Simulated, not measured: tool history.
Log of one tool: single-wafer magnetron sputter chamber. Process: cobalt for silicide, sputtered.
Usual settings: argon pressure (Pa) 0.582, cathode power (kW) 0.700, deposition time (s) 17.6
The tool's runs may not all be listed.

run	hour	argon pressure (Pa)	cathode power (kW)	deposition time (s)	wafers since the last listed run	wafers on the sputter target	hours since the last manometer calibration	hours since the magnet pack was replaced	hours since the gauge calibration	read-back reference wafer on the same gauge, thickness_nm	mean film thickness on the monitor wafer (Å)
1	0.0	0.582	0.700	17.6	0	2888	1036.6	6882.8	289.2	6.532	60.13
2	15.1	0.582	0.700	17.6	355	3244	1051.7	6897.9	304.3	6.544	60.31
3	32.9	0.755	0.700	17.6	419	3663	1069.5	6915.7	322.1	6.543	56.72
# hour 43.8: sputter target and shields replaced
4	48.7	0.755	0.700	17.6	183	115	1085.3	6931.5	337.9	6.541	56.96
5	57.8	0.582	0.700	17.6	214	329	1094.4	6940.6	347.0	6.541	60.05
6	75.5	0.582	0.700	17.6	416	746	1112.1	6958.3	364.7	6.542	60.50
7	92.1	0.582	0.700	17.6	391	1137	1128.7	6974.9	381.3	6.539	60.10
8	106.2	0.582	0.700	17.6	332	1469	1142.8	6989.0	395.4	6.548	60.11
9	117.8	0.582	0.700	17.6	273	1743	1154.4	7000.6	407.0	6.542	60.46
10	125.7	0.582	0.550	17.6	186	1929	1162.3	7008.5	414.9	6.546	48.62
11	142.1	0.582	0.550	17.6	386	2315	1178.7	7024.9	431.3	6.547	48.93
# hour 151.0: capacitance manometer re-zeroed and calibrated
# hour 151.1: magnet pack replaced
12	155.1	0.698	0.700	17.6	116	2431	4.1	4.0	444.3	6.542	55.90
13	167.7	0.582	0.700	17.6	296	2728	16.7	16.6	456.9	6.534	58.79
14	176.8	0.582	0.700	17.6	214	2943	25.8	25.7	466.0	6.540	58.79
15	191.9	0.582	0.700	17.6	355	3298	40.9	40.8	481.1	6.534	59.03
16	203.8	0.582	0.700	17.6	280	3579	52.8	52.7	493.0	6.541	58.66
17	217.7	0.685	0.850	17.6	327	3906	66.7	66.6	506.9	6.533	67.14
18	231.6	0.724	0.700	20.7	327	4234	80.6	80.5	520.8	6.546	65.36
19	242.2	0.582	0.700	17.6	249	4483	91.2	91.1	531.4	6.541	58.71
# hour 254.6: sputter target and shields replaced
# hour 281.3: gauge calibrated
20	282.7	0.582	0.850	17.6	765	661	131.7	131.6	1.4	6.545	70.11
21	299.2	0.582	0.700	19.9	388	1050	148.2	148.1	17.9	6.538	66.87
22	310.5	0.439	0.700	16.7	266	1316	159.5	159.4	29.2	6.537	59.22
23	358.4	0.582	0.900	17.6	1128	2444	207.4	207.3	77.1	6.539	74.14
24	370.8	0.478	0.850	16.5	292	2736	219.8	219.7	89.5	6.541	68.92
25	386.3	0.582	0.750	17.6	365	3102	235.3	235.2	105.0	6.543	62.83
26	404.0	0.582	0.800	14.4	416	3519	253.0	252.9	122.7	6.537	54.60
27	413.3	0.395	0.600	16.5	219	3738	262.3	262.2	132.0	6.536	52.35
# hour 436.7: sputter target and shields replaced
28	437.2	0.646	0.850	17.6	374	12	286.2	286.1	155.9	6.537	68.69
29	443.6	0.582	0.700	17.6	150	163	292.6	292.5	162.3	6.538	58.95
30	454.0	0.444	0.600	17.6	245	408	303.0	302.9	172.7	6.542	54.66
31	469.9	0.582	0.700	17.6	374	782	318.9	318.8	188.6	6.541	59.17
32	482.6	0.439	0.700	17.6	299	1082	331.6	331.5	201.3	6.543	62.82
33	491.4	0.582	0.700	20.3	207	1289	340.4	340.3	210.1	6.544	68.16

Hidden condition of the tool, last listed run before each entry between runs versus first listed run after:
Logged between run 3 and run 4: sputter target and shields replaced (hour 43.8)
  true argon pressure above the setpoint (%): -10.5 -> -10.7
  measured value less the no-hidden-state value, mean film thickness on the monitor wafer (Å): +1.97 -> +2.02
Logged between run 11 and run 12: capacitance manometer re-zeroed and calibrated (hour 151.0); magnet pack replaced (hour 151.1)
  true argon pressure above the setpoint (%): -11.7 -> 0.556
  measured value less the no-hidden-state value, mean film thickness on the monitor wafer (Å): +1.39 -> -0.09
Logged between run 19 and run 20: sputter target and shields replaced (hour 254.6); gauge calibrated (hour 281.3)
  true argon pressure above the setpoint (%): -0.396 -> -0.839
  measured value less the no-hidden-state value, mean film thickness on the monitor wafer (Å): +0.05 -> +0.14
Logged between run 27 and run 28: sputter target and shields replaced (hour 436.7)
  true argon pressure above the setpoint (%): -2.27 -> -2.53
  measured value less the no-hidden-state value, mean film thickness on the monitor wafer (Å): +0.16 -> +0.48

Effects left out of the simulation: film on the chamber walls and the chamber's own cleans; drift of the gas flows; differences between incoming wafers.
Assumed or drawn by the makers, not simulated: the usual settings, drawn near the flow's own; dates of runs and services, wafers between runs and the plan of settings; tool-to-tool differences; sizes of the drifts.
